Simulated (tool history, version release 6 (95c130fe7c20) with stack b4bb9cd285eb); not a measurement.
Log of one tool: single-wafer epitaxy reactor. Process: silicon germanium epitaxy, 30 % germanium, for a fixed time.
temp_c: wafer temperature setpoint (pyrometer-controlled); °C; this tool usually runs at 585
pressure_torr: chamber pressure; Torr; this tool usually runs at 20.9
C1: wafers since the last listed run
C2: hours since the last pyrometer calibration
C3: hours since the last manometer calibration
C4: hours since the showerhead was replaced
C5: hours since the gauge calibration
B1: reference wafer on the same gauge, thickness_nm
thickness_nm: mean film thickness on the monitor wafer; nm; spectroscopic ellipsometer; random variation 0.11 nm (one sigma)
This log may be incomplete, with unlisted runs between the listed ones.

Run 1, day 0.000: usual settings; C1 0; C2 857.9; C3 1779.4; C4 6410.3; C5 1243.4; B1 33.914. Result: thickness_nm 40.920 nm.
Run 2, day 1.371: usual settings; C1 512; C2 890.8; C3 1812.3; C4 6443.2; C5 1276.3; B1 33.881. Result: thickness_nm 40.980 nm.
Run 3, day 3.362: usual settings; C1 744; C2 938.6; C3 1860.1; C4 6491.0; C5 1324.1; B1 33.875. Result: thickness_nm 40.773 nm.
Run 4, day 5.900: usual settings; C1 948; C2 999.5; C3 1921.0; C4 6551.9; C5 1385.0; B1 33.896. Result: thickness_nm 40.815 nm.
Run 5, day 8.754: usual settings; C1 1067; C2 1068.0; C3 1989.5; C4 6620.4; C5 1453.5; B1 33.898. Result: thickness_nm 40.830 nm.
Run 6, day 11.325: usual settings; C1 961; C2 1129.7; C3 2051.2; C4 6682.1; C5 1515.2; B1 33.884. Result: thickness_nm 40.860 nm.
Run 7, day 13.112: usual settings; C1 668; C2 1172.6; C3 2094.1; C4 6725.0; C5 1558.1; B1 33.867. Result: thickness_nm 40.700 nm.
Run 8, day 15.150: usual settings; C1 761; C2 1221.5; C3 2143.0; C4 6773.9; C5 1607.0; B1 33.920. Result: thickness_nm 40.757 nm.
Run 9, day 17.025: usual settings; C1 701; C2 1266.5; C3 2188.0; C4 6818.9; C5 1652.0; B1 33.910. Result: thickness_nm 40.694 nm.
Run 10, day 18.471: usual settings; C1 540; C2 1301.2; C3 2222.7; C4 6853.6; C5 1686.7; B1 33.872. Result: thickness_nm 40.447 nm.
Run 11, day 22.467: usual settings; C1 1493; C2 1397.1; C3 2318.6; C4 6949.5; C5 1782.6; B1 33.888. Result: thickness_nm 40.557 nm.
At day 22.938: gauge calibrated.
Run 12, day 28.033: usual settings but temp_c 594 °C; C1 2081; C2 1530.7; C3 2452.2; C4 7083.1; C5 122.3; B1 33.841. Result: thickness_nm 47.675 nm.
Run 13, day 29.088: usual settings; C1 394; C2 1556.0; C3 2477.5; C4 7108.4; C5 147.6; B1 33.874. Result: thickness_nm 40.247 nm.
Run 14, day 32.075: usual settings; C1 1116; C2 1627.7; C3 2549.2; C4 7180.1; C5 219.3; B1 33.906. Result: thickness_nm 40.132 nm.
Run 15, day 33.300: usual settings; C1 457; C2 1657.1; C3 2578.6; C4 7209.5; C5 248.7; B1 33.896. Result: thickness_nm 40.337 nm.
Run 16, day 35.183: usual settings; C1 704; C2 1702.3; C3 2623.8; C4 7254.7; C5 293.9; B1 33.851. Result: thickness_nm 40.271 nm.
Run 17, day 36.204: usual settings but temp_c 580 °C, pressure_torr 16.4 Torr; C1 381; C2 1726.8; C3 2648.3; C4 7279.2; C5 318.4; B1 33.944. Result: thickness_nm 33.516 nm.
At day 37.367: pyrometer calibrated.
Run 18, day 38.579: usual settings but temp_c 596 °C; C1 763; C2 29.1; C3 2705.3; C4 7336.2; C5 375.4; B1 33.900. Result: thickness_nm 50.283 nm.
Run 19, day 40.917: usual settings but temp_c 579 °C, pressure_torr 25.6 Torr; C1 873; C2 85.2; C3 2761.4; C4 7392.3; C5 431.5; B1 33.888. Result: thickness_nm 39.694 nm.
Run 20, day 42.300: usual settings but temp_c 595 °C; C1 517; C2 118.4; C3 2794.6; C4 7425.5; C5 464.7; B1 33.888. Result: thickness_nm 49.445 nm.
Run 21, day 44.383: usual settings but temp_c 592 °C, pressure_torr 22.9 Torr; C1 778; C2 168.4; C3 2844.6; C4 7475.5; C5 514.7; B1 33.910. Result: thickness_nm 48.571 nm.
Run 22, day 45.671: usual settings; C1 481; C2 199.3; C3 2875.5; C4 7506.4; C5 545.6; B1 33.908. Result: thickness_nm 41.154 nm.
At day 47.033: showerhead replaced.
At day 47.379: capacitance manometer re-zeroed and calibrated.
Run 23, day 47.400: usual settings; C1 397; C2 240.8; C3 0.5; C4 8.8; C5 587.1; B1 33.903. Result: thickness_nm 41.188 nm.
Run 24, day 48.275: usual settings but temp_c 573 °C; C1 327; C2 261.8; C3 21.5; C4 29.8; C5 608.1; B1 33.930. Result: thickness_nm 32.985 nm.
Run 25, day 49.892: usual settings; C1 604; C2 300.6; C3 60.3; C4 68.6; C5 646.9; B1 33.916. Result: thickness_nm 41.058 nm.
Run 26, day 52.304: usual settings but temp_c 594 °C, pressure_torr 17.2 Torr; C1 901; C2 358.5; C3 118.2; C4 126.5; C5 704.8; B1 33.881. Result: thickness_nm 45.024 nm.
Run 27, day 54.304: usual settings but pressure_torr 17.3 Torr; C1 747; C2 406.5; C3 166.2; C4 174.5; C5 752.8; B1 33.915. Result: thickness_nm 38.150 nm.
Run 28, day 55.529: usual settings but pressure_torr 23.6 Torr; C1 457; C2 435.9; C3 195.6; C4 203.9; C5 782.2; B1 33.923. Result: thickness_nm 43.114 nm.
Run 29, day 57.233: usual settings; C1 637; C2 476.8; C3 236.5; C4 244.8; C5 823.1; B1 33.901. Result: thickness_nm 41.130 nm.
Run 30, day 58.738: usual settings; C1 562; C2 512.9; C3 272.6; C4 280.9; C5 859.2; B1 33.889. Result: thickness_nm 40.975 nm.
Run 31, day 61.288: usual settings; C1 953; C2 574.1; C3 333.8; C4 342.1; C5 920.4; B1 33.842. Result: thickness_nm 41.122 nm.
Run 32, day 64.071: usual settings but temp_c 572 °C, pressure_torr 22.4 Torr; C1 1040; C2 640.9; C3 400.6; C4 408.9; C5 987.2; B1 33.910. Result: thickness_nm 32.907 nm.
Run 33, day 65.242: usual settings; C1 437; C2 669.0; C3 428.7; C4 437.0; C5 1015.3; B1 33.899. Result: thickness_nm 41.006 nm.

Give the tool's hidden conditions for every run:
true pressure above the setpoint (%): 0 across all the runs
gauge reads high (%): 0 across all the runs
H1: wafer temperature above the value expected at the setpoint (K)
run       H1
  1   -0.276
  2   -0.304
  3   -0.346
  4   -0.403
  5   -0.471
  6   -0.537
  7   -0.585
  8   -0.641
  9   -0.695
 10   -0.738
 11   -0.863
 12    -1.05
 13    -1.09
 14     -1.2
 15    -1.25
 16    -1.32
 17    -1.36
 18  -0.0696
 19  -0.0727
 20  -0.0759
 21  -0.0829
 22  -0.0884
 23  -0.0972
 24   -0.102
 25   -0.113
 26   -0.131
 27   -0.149
 28   -0.161
 29   -0.179
 30   -0.196
 31   -0.228
 32   -0.268
 33   -0.285
